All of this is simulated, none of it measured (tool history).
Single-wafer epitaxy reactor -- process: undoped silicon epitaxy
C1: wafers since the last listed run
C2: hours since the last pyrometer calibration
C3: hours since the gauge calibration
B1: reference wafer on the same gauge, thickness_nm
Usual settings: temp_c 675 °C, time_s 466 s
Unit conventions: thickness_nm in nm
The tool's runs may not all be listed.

{"run": 1, "hour": 0.0, "temp_c": 675, "time_s": 466, "C1": 0, "C2": 1143.4, "C3": 279.1, "B1": 111.059, "thickness_nm": 122.853}
{"run": 2, "hour": 43.8, "temp_c": 675, "time_s": 466, "C1": 132, "C2": 1187.2, "C3": 322.9, "B1": 110.959, "thickness_nm": 121.275}
{"run": 3, "hour": 97.0, "temp_c": 675, "time_s": 466, "C1": 161, "C2": 1240.4, "C3": 376.1, "B1": 110.936, "thickness_nm": 120.858}
{"run": 4, "hour": 141.2, "temp_c": 665, "time_s": 501, "C1": 133, "C2": 1284.6, "C3": 420.3, "B1": 110.844, "thickness_nm": 102.495}
{"run": 5, "hour": 167.1, "temp_c": 665, "time_s": 501, "C1": 78, "C2": 1310.5, "C3": 446.2, "B1": 110.801, "thickness_nm": 102.578}
{"run": 6, "hour": 223.2, "temp_c": 664, "time_s": 466, "C1": 169, "C2": 1366.6, "C3": 502.3, "B1": 110.997, "thickness_nm": 93.651}
{"run": 7, "hour": 251.6, "temp_c": 686, "time_s": 442, "C1": 86, "C2": 1395.0, "C3": 530.7, "B1": 111.303, "thickness_nm": 149.276}
{"run": 8, "hour": 299.8, "temp_c": 669, "time_s": 446, "C1": 146, "C2": 1443.2, "C3": 578.9, "B1": 110.768, "thickness_nm": 100.595}
{"run": 9, "hour": 335.3, "temp_c": 669, "time_s": 446, "C1": 107, "C2": 1478.7, "C3": 614.4, "B1": 111.182, "thickness_nm": 99.251}
{"run": 10, "hour": 406.3, "temp_c": 675, "time_s": 466, "C1": 215, "C2": 1549.7, "C3": 685.4, "B1": 110.93, "thickness_nm": 120.704}
{"run": 11, "hour": 441.4, "temp_c": 675, "time_s": 512, "C1": 106, "C2": 1584.8, "C3": 720.5, "B1": 110.907, "thickness_nm": 133.052}
{"run": 12, "hour": 484.5, "temp_c": 675, "time_s": 512, "C1": 130, "C2": 1627.9, "C3": 763.6, "B1": 110.984, "thickness_nm": 131.986}
{"run": 13, "hour": 531.3, "temp_c": 675, "time_s": 512, "C1": 141, "C2": 1674.7, "C3": 810.4, "B1": 111.155, "thickness_nm": 132.504}
{"hour": 570.3, "done": "pyrometer calibrated"}
{"run": 14, "hour": 593.6, "temp_c": 681, "time_s": 420, "C1": 164, "C2": 23.3, "C3": 872.7, "B1": 111.009, "thickness_nm": 131.993}
{"run": 15, "hour": 651.9, "temp_c": 680, "time_s": 405, "C1": 176, "C2": 81.6, "C3": 931.0, "B1": 111.152, "thickness_nm": 124.355}
{"run": 16, "hour": 679.2, "temp_c": 679, "time_s": 466, "C1": 82, "C2": 108.9, "C3": 958.3, "B1": 110.983, "thickness_nm": 137.9}
{"run": 17, "hour": 714.4, "temp_c": 683, "time_s": 543, "C1": 106, "C2": 144.1, "C3": 993.5, "B1": 110.772, "thickness_nm": 178.23}
{"run": 18, "hour": 756.4, "temp_c": 685, "time_s": 398, "C1": 127, "C2": 186.1, "C3": 1035.5, "B1": 111.253, "thickness_nm": 136.943}
{"run": 19, "hour": 813.1, "temp_c": 675, "time_s": 466, "C1": 171, "C2": 242.8, "C3": 1092.2, "B1": 111.309, "thickness_nm": 124.728}
{"hour": 820.9, "done": "gauge calibrated"}
{"run": 20, "hour": 883.2, "temp_c": 663, "time_s": 379, "C1": 212, "C2": 312.9, "C3": 62.3, "B1": 111.12, "thickness_nm": 76.319}
{"run": 21, "hour": 919.3, "temp_c": 675, "time_s": 466, "C1": 109, "C2": 349.0, "C3": 98.4, "B1": 110.923, "thickness_nm": 125.038}
{"run": 22, "hour": 948.9, "temp_c": 688, "time_s": 528, "C1": 89, "C2": 378.6, "C3": 128.0, "B1": 110.958, "thickness_nm": 190.457}
{"run": 23, "hour": 999.8, "temp_c": 675, "time_s": 405, "C1": 154, "C2": 429.5, "C3": 178.9, "B1": 111.032, "thickness_nm": 107.636}
{"run": 24, "hour": 1028.5, "temp_c": 670, "time_s": 466, "C1": 86, "C2": 458.2, "C3": 207.6, "B1": 110.854, "thickness_nm": 109.585}

Branching from run 24: 4 alternative next runs. What would each branch give?
{"run": "A", "hour": 1029.0, "temp_c": 688, "time_s": 466, "C1": 1, "C2": 458.7, "C3": 208.1, "B1": "?", "thickness_nm": "?"}
{"run": "B", "hour": 1029.0, "temp_c": 675, "time_s": 408, "C1": 1, "C2": 458.7, "C3": 208.1, "B1": "?", "thickness_nm": "?"}
{"run": "C", "hour": 1029.0, "temp_c": 675, "time_s": 440, "C1": 1, "C2": 458.7, "C3": 208.1, "B1": "?", "thickness_nm": "?"}
{"run": "D", "hour": 1029.0, "temp_c": 662, "time_s": 466, "C1": 1, "C2": 458.7, "C3": 208.1, "B1": "?", "thickness_nm": "?"}

run=A B1=111.053 thickness_nm=168.105
run=B B1=111.053 thickness_nm=108.772
run=C B1=111.053 thickness_nm=117.304
run=D B1=111.053 thickness_nm=90.935
Without the tool's hidden state the same runs would have given:
run=A thickness_nm=173.665
run=B thickness_nm=112.486
run=C thickness_nm=121.308
run=D thickness_nm=94.140
